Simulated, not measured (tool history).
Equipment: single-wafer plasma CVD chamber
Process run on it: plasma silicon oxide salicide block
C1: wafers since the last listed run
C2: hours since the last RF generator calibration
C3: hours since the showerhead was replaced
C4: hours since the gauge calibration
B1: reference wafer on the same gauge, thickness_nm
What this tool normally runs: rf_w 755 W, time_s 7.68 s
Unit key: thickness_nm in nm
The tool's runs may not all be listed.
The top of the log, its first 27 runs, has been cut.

run 28 hour=699.1 | rf_w=630 time_s=8.74 | C1=948 C2=180.4 C3=176.6 C4=194.8 | B1=87.736 | thickness_nm=93.638
run 29 hour=731 | rf_w=755 time_s=7.68 | C1=1652 C2=212.3 C3=208.5 C4=226.7 | B1=87.727 | thickness_nm=90.792
run 30 hour=765.8 | rf_w=630 time_s=6.47 | C1=1803 C2=247.1 C3=243.3 C4=261.5 | B1=87.793 | thickness_nm=69.208
run 31 hour=791.1 | rf_w=690 time_s=6.27 | C1=1310 C2=272.4 C3=268.6 C4=286.8 | B1=87.732 | thickness_nm=70.395
run 32 hour=814.4 | rf_w=675 time_s=6.52 | C1=1207 C2=295.7 C3=291.9 C4=310.1 | B1=87.78 | thickness_nm=72.203
run 33 hour=828.1 | rf_w=755 time_s=6.3 | C1=709 C2=309.4 C3=305.6 C4=323.8 | B1=87.826 | thickness_nm=74.964
run 34 hour=850.8 | rf_w=860 time_s=7.22 | C1=1176 C2=332.1 C3=328.3 C4=346.5 | B1=87.701 | thickness_nm=91.452
run 35 hour=865.4 | rf_w=875 time_s=6.21 | C1=756 C2=346.7 C3=342.9 C4=361.1 | B1=87.716 | thickness_nm=78.907
run 36 hour=899.1 | rf_w=650 time_s=9.02 | C1=1746 C2=380.4 C3=376.6 C4=394.8 | B1=87.784 | thickness_nm=97.872
run 37 hour=929.1 | rf_w=755 time_s=6.32 | C1=1554 C2=410.4 C3=406.6 C4=424.8 | B1=87.901 | thickness_nm=74.804
run 38 hour=964.5 | rf_w=755 time_s=7.68 | C1=1834 C2=445.8 C3=442 C4=460.2 | B1=87.742 | thickness_nm=90.892
run 39 hour=998.7 | rf_w=840 time_s=7.68 | C1=1771 C2=480 C3=476.2 C4=494.4 | B1=87.899 | thickness_nm=94.701
run 40 hour=1030 | rf_w=685 time_s=8.87 | C1=1621 C2=511.3 C3=507.5 C4=525.7 | B1=87.616 | thickness_nm=99.534
run 41 hour=1050.7 | rf_w=800 time_s=9.11 | C1=1072 C2=532 C3=528.2 C4=546.4 | B1=87.666 | thickness_nm=110.539
run 42 hour=1071.5 | rf_w=755 time_s=6.72 | C1=1077 C2=552.8 C3=549 C4=567.2 | B1=87.69 | thickness_nm=79.012
run 43 hour=1094 | rf_w=690 time_s=6.27 | C1=1165 C2=575.3 C3=571.5 C4=589.7 | B1=87.601 | thickness_nm=69.743
run 44 hour=1106.8 | rf_w=700 time_s=7.08 | C1=663 C2=588.1 C3=584.3 C4=602.5 | B1=87.523 | thickness_nm=79.6

Alternative continuations, all from the tool just after run 44; predict every row:
run A hour=1107.2 | rf_w=755 time_s=6.15 | C1=20 C2=588.5 C3=584.7 C4=602.9 | B1=? | thickness_nm=?
run B hour=1107.2 | rf_w=850 time_s=7 | C1=20 C2=588.5 C3=584.7 C4=602.9 | B1=? | thickness_nm=?
run C hour=1107.2 | rf_w=705 time_s=8.38 | C1=20 C2=588.5 C3=584.7 C4=602.9 | B1=? | thickness_nm=?
run D hour=1107.2 | rf_w=700 time_s=9.08 | C1=20 C2=588.5 C3=584.7 C4=602.9 | B1=? | thickness_nm=?

run=A B1=87.839 thickness_nm=72.098
run=B B1=87.839 thickness_nm=86.977
run=C B1=87.839 thickness_nm=94.783
run=D B1=87.839 thickness_nm=102.308
With no hidden state in the tool, these same runs would have given:
run=A thickness_nm=73.099
run=B thickness_nm=88.184
run=C thickness_nm=96.099
run=D thickness_nm=103.728
